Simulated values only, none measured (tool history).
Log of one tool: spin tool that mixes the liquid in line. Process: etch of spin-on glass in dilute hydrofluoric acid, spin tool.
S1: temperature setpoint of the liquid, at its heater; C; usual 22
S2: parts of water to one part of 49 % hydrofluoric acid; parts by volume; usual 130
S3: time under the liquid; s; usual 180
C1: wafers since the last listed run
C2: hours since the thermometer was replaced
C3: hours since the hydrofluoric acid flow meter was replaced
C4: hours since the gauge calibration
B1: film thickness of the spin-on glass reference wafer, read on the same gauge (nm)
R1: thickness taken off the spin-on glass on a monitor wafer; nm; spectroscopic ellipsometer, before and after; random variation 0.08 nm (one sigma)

run	hour	S1	S2	S3	C1	C2	C3	C4	B1	R1
1	0	22	130	180	0	2298.5	261.5	394.7	39.99	25.46
2	6.9	22	130	180	38	2305.4	268.4	401.6	40.02	25.57
3	22.3	22	130	180	86	2320.8	283.8	417	40	25.58
4	50.5	22	130	180	158	2349	312	445.2	39.98	25.37
5	57.2	22	130	255	37	2355.7	318.7	451.9	40	36.12
6	64.9	22	130	255	43	2363.4	326.4	459.6	40.02	36.15
7	74.2	22	130	180	52	2372.7	335.7	468.9	40.02	25.41
8	88.8	22	130	180	82	2387.3	350.3	483.5	40.02	25.44
9	100.6	22	130	180	66	2399.1	362.1	495.3	39.99	25.46
10	116.2	22	130	180	87	2414.7	377.7	510.9	40.02	25.17
# hour 128.5: gauge calibrated
11	129.3	22	130	120	73	2427.8	390.8	0.8	39.99	16.89
12	141.3	22	130	120	67	2439.8	402.8	12.8	39.97	16.9
13	152.7	22	130	120	64	2451.2	414.2	24.2	39.96	16.76
14	160	22	130	205	41	2458.5	421.5	31.5	40.01	28.61
15	174.6	22	130	205	82	2473.1	436.1	46.1	39.99	28.86
16	185.6	22	130	180	61	2484.1	447.1	57.1	40	25.28
# hour 197.7: hydrofluoric acid flow meter replaced
17	198.2	22	130	205	65	2496.7	0.5	69.7	40.02	29.83
18	206.8	22	130	255	48	2505.3	9.1	78.3	39.99	37.46
19	214.3	24.5	130	180	42	2512.8	16.6	85.8	40.01	28.85
20	220.5	23.5	160	80	34	2519	22.8	92	40.02	9.69
# hour 224.4: thermometer replaced
21	245.6	22	130	180	135	21.2	47.9	117.1	40	23.95
22	255.5	17.5	180	150	55	31.1	57.8	127	39.98	11.47
23	270.3	26.5	130	85	83	45.9	72.6	141.8	39.99	13.55
24	288.1	23.5	75	90	100	63.7	90.4	159.6	39.99	23.66
25	294.8	22	130	180	37	70.4	97.1	166.3	40.01	23.9
26	311.5	25.5	100	180	93	87.1	113.8	183	39.99	37.05
27	324.6	24.5	65	115	73	100.2	126.9	196.1	39.96	36.48
28	340.7	18.5	150	270	90	116.3	143	212.2	39.99	26.56
29	358	26	110	180	97	133.6	160.3	229.5	39.99	33.7
30	375.8	18	95	270	100	151.4	178.1	247.3	40.01	43.13
31	384.4	24.5	130	180	48	160	186.7	255.9	40	26.22
32	393.9	23.5	190	260	53	169.5	196.2	265.4	40	23.22
33	402.9	22	130	105	50	178.5	205.2	274.4	39.99	13.87
34	416.5	22	130	180	76	192.1	218.8	288	39.99	23.66
35	428.5	22	145	145	67	204.1	230.8	300	40.03	16.81

Hidden state at the last listed run before each entry between runs and at the first one after, where it differs:
Between runs 10 and 11: gauge calibrated (hour 128.5)
  liquid hotter than its thermometer reads (K): 2.22 -> 2.23; hydrofluoric acid flow below the setpoint (%): 3.08 -> 3.18
  measured less the result without the state, R1: +1.24 -> +0.82 nm
Between runs 16 and 17: hydrofluoric acid flow meter replaced (hour 197.7)
  liquid hotter than its thermometer reads (K): 2.28 -> 2.29; hydrofluoric acid flow below the setpoint (%): 3.63 -> 0.387
  measured less the result without the state, R1: +1.14 -> +2.43 nm
Between runs 20 and 21: thermometer replaced (hour 224.4)
  liquid hotter than its thermometer reads (K): 2.31 -> 0.128; hydrofluoric acid flow below the setpoint (%): 0.562 -> 0.76
  measured less the result without the state, R1: +0.75 -> -0.09 nm
